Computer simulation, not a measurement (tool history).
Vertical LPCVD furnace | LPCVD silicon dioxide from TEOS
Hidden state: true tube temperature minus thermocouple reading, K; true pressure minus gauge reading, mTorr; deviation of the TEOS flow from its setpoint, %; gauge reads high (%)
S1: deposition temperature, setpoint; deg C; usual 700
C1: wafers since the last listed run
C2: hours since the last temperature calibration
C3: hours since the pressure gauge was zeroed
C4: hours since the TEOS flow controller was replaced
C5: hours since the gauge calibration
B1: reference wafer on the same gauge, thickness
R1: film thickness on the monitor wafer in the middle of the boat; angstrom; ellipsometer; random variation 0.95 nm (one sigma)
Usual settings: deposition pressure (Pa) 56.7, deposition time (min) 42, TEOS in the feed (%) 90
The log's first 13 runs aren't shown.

Run 14, hour 164.6: usual settings but TEOS in the feed (%) 81; C1 118; C2 3493.5; C3 4708.3; C4 3163.7; C5 191.1; B1 427.62. Result: R1 4364.2 angstrom.
At hour 193.3: thermocouples replaced and temperature profile calibrated.
At hour 205.9: pressure gauge zeroed.
At hour 216.5: TEOS flow controller replaced.
Run 15, hour 217: usual settings but TEOS in the feed (%) 82; C1 60; C2 23.7; C3 11.1; C4 0.5; C5 243.5; B1 428.2. Result: R1 4611.9 angstrom.
Run 16, hour 221: usual settings but deposition pressure (Pa) 69.3, TEOS in the feed (%) 97; C1 46; C2 27.7; C3 15.1; C4 4.5; C5 247.5; B1 427.76. Result: R1 5511.7 angstrom.
Run 17, hour 225: usual settings but S1 711 deg C, TEOS in the feed (%) 82; C1 46; C2 31.7; C3 19.1; C4 8.5; C5 251.5; B1 428.24. Result: R1 5901.2 angstrom.
Run 18, hour 229: usual settings but S1 689 deg C, deposition pressure (Pa) 43.3, deposition time (min) 53.5; C1 46; C2 35.7; C3 23.1; C4 12.5; C5 255.5; B1 427.93. Result: R1 4137.9 angstrom.
Run 19, hour 233: usual settings but S1 695 deg C; C1 46; C2 39.7; C3 27.1; C4 16.5; C5 259.5; B1 428.25. Result: R1 4280.7 angstrom.
At hour 276: thermocouples replaced and temperature profile calibrated, repeated, since the last time left the tool worse.
Run 20, hour 281.5: usual settings but S1 697 deg C, deposition pressure (Pa) 52.7, deposition time (min) 32, TEOS in the feed (%) 97; C1 287; C2 5.5; C3 75.6; C4 65; C5 308; B1 427.75. Result: R1 3042.9 angstrom.
Run 21, hour 293.6: usual settings but S1 691 deg C, deposition pressure (Pa) 44, deposition time (min) 56.5, TEOS in the feed (%) 97; C1 142; C2 17.6; C3 87.7; C4 77.1; C5 320.1; B1 428.27. Result: R1 4266.3 angstrom.
Run 22, hour 307.7: usual settings but deposition pressure (Pa) 44; C1 165; C2 31.7; C3 101.8; C4 91.2; C5 334.2; B1 427.72. Result: R1 3772.3 angstrom.
Run 23, hour 319.2: usual settings but S1 711 deg C, TEOS in the feed (%) 82; C1 134; C2 43.2; C3 113.3; C4 102.7; C5 345.7; B1 428.11. Result: R1 5254.2 angstrom.
At hour 324: gauge calibrated.
Run 24, hour 331.3: usual settings but deposition pressure (Pa) 64, deposition time (min) 51, TEOS in the feed (%) 97; C1 142; C2 55.3; C3 125.4; C4 114.8; C5 7.3; B1 427.83. Result: R1 5738.8 angstrom.
Run 25, hour 343.4: usual settings but S1 691 deg C, deposition pressure (Pa) 44, deposition time (min) 56.5, TEOS in the feed (%) 97; C1 142; C2 67.4; C3 137.5; C4 126.9; C5 19.4; B1 427.52. Result: R1 4269.2 angstrom.
Run 26, hour 359.1: usual settings; C1 184; C2 83.1; C3 153.2; C4 142.6; C5 35.1; B1 428.11. Result: R1 4276.2 angstrom.
Run 27, hour 368.7: usual settings but S1 707 deg C, deposition pressure (Pa) 51.3; C1 112; C2 92.7; C3 162.8; C4 152.2; C5 44.7; B1 428.4. Result: R1 4801.2 angstrom.

The next listed run, before its measurement:
Run 28, hour 380.9: usual settings; C1 143; C2 104.9; C3 175; C4 164.4; C5 56.9; B1 ?. Result: R1 ?.

Run 28 gave B1 427.99, R1 4285.2 angstrom.
Without the tool's hidden state the same run would have given R1 4269.1 angstrom.

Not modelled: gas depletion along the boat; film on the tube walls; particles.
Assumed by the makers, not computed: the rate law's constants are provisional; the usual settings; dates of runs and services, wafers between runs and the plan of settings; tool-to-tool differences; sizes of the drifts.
